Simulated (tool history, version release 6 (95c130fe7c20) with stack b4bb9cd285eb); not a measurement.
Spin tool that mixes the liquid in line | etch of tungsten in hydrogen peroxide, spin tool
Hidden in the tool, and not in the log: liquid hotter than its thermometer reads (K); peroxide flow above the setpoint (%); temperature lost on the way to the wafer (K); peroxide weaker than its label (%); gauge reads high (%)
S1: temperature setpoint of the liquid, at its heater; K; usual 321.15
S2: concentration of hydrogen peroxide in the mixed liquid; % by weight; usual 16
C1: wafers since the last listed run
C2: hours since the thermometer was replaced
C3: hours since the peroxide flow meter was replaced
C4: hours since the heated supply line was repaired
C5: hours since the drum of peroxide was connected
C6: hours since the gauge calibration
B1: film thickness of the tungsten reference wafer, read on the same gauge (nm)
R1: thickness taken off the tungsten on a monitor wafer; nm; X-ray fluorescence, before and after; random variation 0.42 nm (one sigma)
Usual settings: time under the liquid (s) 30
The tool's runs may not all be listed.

run 1 hour=0 | S1=321.15 S2=16 time_under_the_liquid_(s)=30 | C1=0 C2=1947.6 C3=558.1 C4=2472.2 C5=286.3 C6=403.6 | B1=150.03 | R1=61.88
-- hour=17.5 gauge calibrated
run 2 hour=99 | S1=321.15 S2=16 time_under_the_liquid_(s)=30 | C1=1041 C2=2046.6 C3=657.1 C4=2571.2 C5=385.3 C6=81.5 | B1=150.04 | R1=61.08
run 3 hour=122.9 | S1=321.15 S2=16 time_under_the_liquid_(s)=30 | C1=251 C2=2070.5 C3=681 C4=2595.1 C5=409.2 C6=105.4 | B1=149.97 | R1=62.14
run 4 hour=136.2 | S1=321.15 S2=16 time_under_the_liquid_(s)=20 | C1=139 C2=2083.8 C3=694.3 C4=2608.4 C5=422.5 C6=118.7 | B1=149.99 | R1=41.62
-- hour=184.3 thermometer replaced
run 5 hour=200.9 | S1=321.15 S2=16 time_under_the_liquid_(s)=20 | C1=670 C2=16.6 C3=759 C4=2673.1 C5=487.2 C6=183.4 | B1=150.01 | R1=36.12
run 6 hour=217.3 | S1=321.15 S2=16 time_under_the_liquid_(s)=30 | C1=172 C2=33 C3=775.4 C4=2689.5 C5=503.6 C6=199.8 | B1=150 | R1=53.82
-- hour=218.5 peroxide flow meter replaced
run 7 hour=249.6 | S1=321.15 S2=16 time_under_the_liquid_(s)=30 | C1=329 C2=65.3 C3=31.1 C4=2721.8 C5=535.9 C6=232.1 | B1=149.98 | R1=54.21
run 8 hour=268.6 | S1=321.15 S2=16 time_under_the_liquid_(s)=30 | C1=199 C2=84.3 C3=50.1 C4=2740.8 C5=554.9 C6=251.1 | B1=150.02 | R1=54.11
-- hour=286.6 heated supply line repaired
run 9 hour=287.5 | S1=321.15 S2=16 time_under_the_liquid_(s)=30 | C1=188 C2=103.2 C3=69 C4=0.9 C5=573.8 C6=270 | B1=150.01 | R1=63.85
-- hour=295.2 new drum of peroxide connected
run 10 hour=301.3 | S1=321.15 S2=16 time_under_the_liquid_(s)=30 | C1=134 C2=117 C3=82.8 C4=14.7 C5=6.1 C6=283.8 | B1=150 | R1=63.93
run 11 hour=321.1 | S1=326.15 S2=18.5 time_under_the_liquid_(s)=30 | C1=208 C2=136.8 C3=102.6 C4=34.5 C5=25.9 C6=303.6 | B1=150.03 | R1=92.3
run 12 hour=333.8 | S1=318.65 S2=18.5 time_under_the_liquid_(s)=30 | C1=133 C2=149.5 C3=115.3 C4=47.2 C5=38.6 C6=316.3 | B1=150 | R1=58.91
run 13 hour=355.7 | S1=321.15 S2=12.5 time_under_the_liquid_(s)=30 | C1=230 C2=171.4 C3=137.2 C4=69.1 C5=60.5 C6=338.2 | B1=149.96 | R1=56.37
-- hour=357.8 gauge calibrated
run 14 hour=376.5 | S1=312.65 S2=12 time_under_the_liquid_(s)=15 | C1=218 C2=192.2 C3=158 C4=89.9 C5=81.3 C6=18.7 | B1=150 | R1=16.23
run 15 hour=406.9 | S1=312.65 S2=16 time_under_the_liquid_(s)=30 | C1=319 C2=222.6 C3=188.4 C4=120.3 C5=111.7 C6=49.1 | B1=150.04 | R1=37.55
run 16 hour=442.8 | S1=321.15 S2=17.5 time_under_the_liquid_(s)=30 | C1=377 C2=258.5 C3=224.3 C4=156.2 C5=147.6 C6=85 | B1=150.02 | R1=66.51
run 17 hour=468.3 | S1=321.15 S2=17.5 time_under_the_liquid_(s)=15 | C1=268 C2=284 C3=249.8 C4=181.7 C5=173.1 C6=110.5 | B1=150.02 | R1=33.22
run 18 hour=481.7 | S1=328.65 S2=19.5 time_under_the_liquid_(s)=20 | C1=141 C2=297.4 C3=263.2 C4=195.1 C5=186.5 C6=123.9 | B1=149.96 | R1=74.59
run 19 hour=517.1 | S1=321.15 S2=16 time_under_the_liquid_(s)=30 | C1=372 C2=332.8 C3=298.6 C4=230.5 C5=221.9 C6=159.3 | B1=150.02 | R1=65.1
run 20 hour=537.8 | S1=318.65 S2=18.5 time_under_the_liquid_(s)=30 | C1=217 C2=353.5 C3=319.3 C4=251.2 C5=242.6 C6=180 | B1=150 | R1=58.39

Some steps in R1 between neighbouring runs. How much of each would the tool show without its hidden state too (settings, what came in, random variation), and how much is left for the hidden state, with any gauge scatter that isn't in both results?
Run 4 -> 5: thermometer replaced. R1 -5.5 nm: hidden state -5.39, all else -0.11.
Run 8 -> 9: heated supply line repaired. R1 +9.74 nm: hidden state +10.24, all else -0.5.
Run 13 -> 14: S1 321.15 -> 312.65, S2 12.5 -> 12, time under the liquid (s) 30 -> 15, gauge calibrated. R1 -40.14 nm: hidden state -0.19, all else -39.95.
Run 17 -> 18: S1 321.15 -> 328.65, S2 17.5 -> 19.5, time under the liquid (s) 15 -> 20. R1 +41.37 nm: hidden state +0.2, all else +41.17.
